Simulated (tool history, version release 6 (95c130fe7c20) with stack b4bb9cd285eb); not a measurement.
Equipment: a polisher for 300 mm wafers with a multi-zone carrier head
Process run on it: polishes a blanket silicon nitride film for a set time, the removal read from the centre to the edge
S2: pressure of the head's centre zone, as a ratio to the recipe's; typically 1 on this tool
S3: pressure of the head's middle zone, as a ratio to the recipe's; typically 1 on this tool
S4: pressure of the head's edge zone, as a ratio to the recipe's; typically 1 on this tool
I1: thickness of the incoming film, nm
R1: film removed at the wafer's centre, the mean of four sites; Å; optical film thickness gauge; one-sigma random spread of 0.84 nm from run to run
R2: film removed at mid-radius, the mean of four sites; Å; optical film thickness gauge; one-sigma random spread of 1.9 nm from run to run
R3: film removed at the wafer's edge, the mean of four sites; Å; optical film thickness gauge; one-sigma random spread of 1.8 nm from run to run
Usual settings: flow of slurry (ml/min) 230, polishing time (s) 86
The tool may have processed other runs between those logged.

Run 1, hour 0: usual settings; I1 421.7. Result: R1 1260 Å, R2 1284 Å, R3 1239 Å.
Run 2, hour 91.5: usual settings but S2 0.97, S3 0.92; I1 417.8. Result: R1 1217 Å, R2 1199 Å, R3 1264 Å.
Run 3, hour 143.5: usual settings but S2 0.97, S3 0.92; I1 424.6. Result: R1 1228 Å, R2 1182 Å, R3 1259 Å.
Run 4, hour 180.8: usual settings; I1 413.7. Result: R1 1263 Å, R2 1324 Å, R3 1267 Å.
At hour 232.5: edge zone pressure recalibrated.
Run 5, hour 257.5: usual settings but S4 0.88; I1 417.8. Result: R1 1264 Å, R2 1257 Å, R3 1196 Å.
Run 6, hour 314: usual settings but S2 1.07, S4 0.95, polishing time (s) 70; I1 418.6. Result: R1 1089 Å, R2 1010 Å, R3 1016 Å.
Run 7, hour 411.3: usual settings but flow of slurry (ml/min) 260, polishing time (s) 100; I1 412.5. Result: R1 1464 Å, R2 1455 Å, R3 1451 Å.
At hour 418.3: worn pad replaced by a new one.
At hour 471.3: slurry nozzle cleaned.
Run 8, hour 475.6: usual settings but flow of slurry (ml/min) 265, S3 1.03, S4 0.96, polishing time (s) 71; I1 419.8. Result: R1 1041 Å, R2 1095 Å, R3 1012 Å.
Run 9, hour 552.3: usual settings but S3 1.11; I1 417.8. Result: R1 1239 Å, R2 1363 Å, R3 1231 Å.
Run 10, hour 655.9: usual settings but flow of slurry (ml/min) 185, S2 0.93, S4 1.07, polishing time (s) 70; I1 422.4. Result: R1 893 Å, R2 974 Å, R3 1000 Å.
Run 11, hour 704.2: usual settings but S3 0.9, S4 0.94, polishing time (s) 108; I1 418.9. Result: R1 1515 Å, R2 1509 Å, R3 1530 Å.
Run 12, hour 802.8: usual settings but flow of slurry (ml/min) 300, S3 1.05, S4 0.94; I1 413.1. Result: R1 1232 Å, R2 1356 Å, R3 1236 Å.
At hour 880.1: carrier head's membrane replaced by a new one.
Run 13, hour 886.3: usual settings but S2 1.05, S4 1.1, polishing time (s) 74; I1 420.2. Result: R1 1064 Å, R2 1139 Å, R3 1117 Å.
At hour 941.4: edge zone pressure recalibrated.
Run 14, hour 966.1: usual settings but S3 0.96, polishing time (s) 98; I1 413.8. Result: R1 1354 Å, R2 1418 Å, R3 1445 Å.
At hour 997.3: worn pad replaced by a new one.
Run 15, hour 1055.3: usual settings; I1 419. Result: R1 1167 Å, R2 1252 Å, R3 1241 Å.
At hour 1171.3: centre zone pressure recalibrated.
At hour 1305.2: slurry nozzle cleaned.
Run 16, hour 1329.7: usual settings; I1 424.2. Result: R1 1267 Å, R2 1270 Å, R3 1259 Å.
Run 17, hour 1382.9: usual settings but flow of slurry (ml/min) 280, S2 0.92, S4 0.93, polishing time (s) 96; I1 427.1. Result: R1 1324 Å, R2 1466 Å, R3 1406 Å.
Run 18, hour 1439.7: usual settings but polishing time (s) 112; I1 418.1. Result: R1 1662 Å, R2 1663 Å, R3 1628 Å.
Run 19, hour 1490.6: usual settings; I1 425. Result: R1 1266 Å, R2 1277 Å, R3 1259 Å.
At hour 1553: edge zone pressure recalibrated.
Run 20, hour 1590: usual settings but polishing time (s) 98; I1 426.4. Result: R1 1449 Å, R2 1494 Å, R3 1448 Å.
At hour 1603.6: worn pad replaced by a new one.
Run 21, hour 1640.4: usual settings but S2 0.92; I1 421.1. Result: R1 1147 Å, R2 1246 Å, R3 1226 Å.
Run 22, hour 1677.1: usual settings but S3 0.89, polishing time (s) 109; I1 426.4. Result: R1 1574 Å, R2 1478 Å, R3 1601 Å.
Run 23, hour 1732.8: usual settings but S3 1.04, polishing time (s) 68; I1 426. Result: R1 984 Å, R2 1036 Å, R3 1005 Å.

What if the next run were any one of these 3? Each begins from the tool's condition after run 23:
Run A, hour 1733.3: usual settings but polishing time (s) 61; I1 416.7. Result: R1 ?, R2 ?, R3 ?.
Run B, hour 1733.3: usual settings but flow of slurry (ml/min) 270, S2 0.92, S3 0.95, polishing time (s) 58; I1 416.7. Result: R1 ?, R2 ?, R3 ?.
Run C, hour 1733.3: usual settings but S2 1.06, S3 0.96, polishing time (s) 111; I1 416.7. Result: R1 ?, R2 ?, R3 ?.

run    R1    R2    R3
  A   887   916   884
  B   791   856   853
  C  1711  1619  1609
Had the tool no hidden state, the same runs would have come out as:
run    R1    R2    R3
  A   902   916   884
  B   805   856   853
  C  1741  1619  1609

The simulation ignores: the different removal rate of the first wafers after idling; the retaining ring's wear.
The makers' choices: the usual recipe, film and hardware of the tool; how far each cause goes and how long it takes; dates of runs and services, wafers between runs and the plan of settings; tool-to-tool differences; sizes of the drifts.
